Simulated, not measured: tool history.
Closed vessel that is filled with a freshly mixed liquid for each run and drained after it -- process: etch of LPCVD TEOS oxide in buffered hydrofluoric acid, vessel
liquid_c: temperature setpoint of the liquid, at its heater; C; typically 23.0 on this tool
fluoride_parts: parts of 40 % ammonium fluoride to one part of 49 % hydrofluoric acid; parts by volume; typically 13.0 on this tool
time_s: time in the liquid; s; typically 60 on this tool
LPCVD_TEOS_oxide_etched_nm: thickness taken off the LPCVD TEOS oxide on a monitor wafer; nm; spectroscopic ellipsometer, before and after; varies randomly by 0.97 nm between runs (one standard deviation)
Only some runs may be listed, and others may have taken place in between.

run	day	liquid_c	fluoride_parts	time_s	wafers since the last listed run	hours since the thermometer was replaced	hours since the hydrofluoric acid flow meter was replaced	hours since the gauge calibration	read-back film thickness of the LPCVD TEOS oxide reference wafer, read on the same gauge (nm)	LPCVD_TEOS_oxide_etched_nm
1	0.000	23.0	13.0	60	0	714.1	470.2	408.1	69.96	112.14
2	2.842	23.0	13.0	60	9265	782.3	538.4	476.3	70.02	109.28
3	5.154	23.0	13.0	40	7539	837.8	593.9	531.8	70.05	73.57
4	6.783	23.0	13.0	40	5311	876.9	633.0	570.9	70.02	73.56
5	9.650	23.0	13.0	40	9346	945.7	701.8	639.7	70.04	75.10
6	10.929	23.0	13.0	60	4170	976.4	732.5	670.4	70.01	111.66
7	12.050	23.0	13.0	60	3654	1003.3	759.4	697.3	70.07	109.90
# day 13.746: hydrofluoric acid flow meter replaced
# day 14.450: gauge calibrated
8	14.596	25.5	10.0	90	8164	1064.4	20.4	3.5	69.97	249.82
9	16.196	26.5	15.5	60	5216	1102.8	58.8	41.9	69.98	112.15
10	17.479	26.0	13.0	30	4184	1133.6	89.6	72.7	69.96	65.62
# day 18.238: thermometer replaced
11	18.800	23.0	14.5	40	4170	13.5	121.3	104.4	70.07	66.03
12	20.854	20.0	9.0	95	6697	62.8	170.6	153.7	69.98	204.65

Run 13 is up next; what results do you expect?
13	22.112	26.0	15.5	75	4102	93.0	200.8	183.9	?	?

{"run 13": {"read-back film thickness of the LPCVD TEOS oxide reference wafer, read on the same gauge (nm)": 70.01, "LPCVD_TEOS_oxide_etched_nm": 137.32}}
On a tool with no hidden condition, and with the same random variation, this run would have come out at LPCVD_TEOS_oxide_etched_nm 137.32 nm.
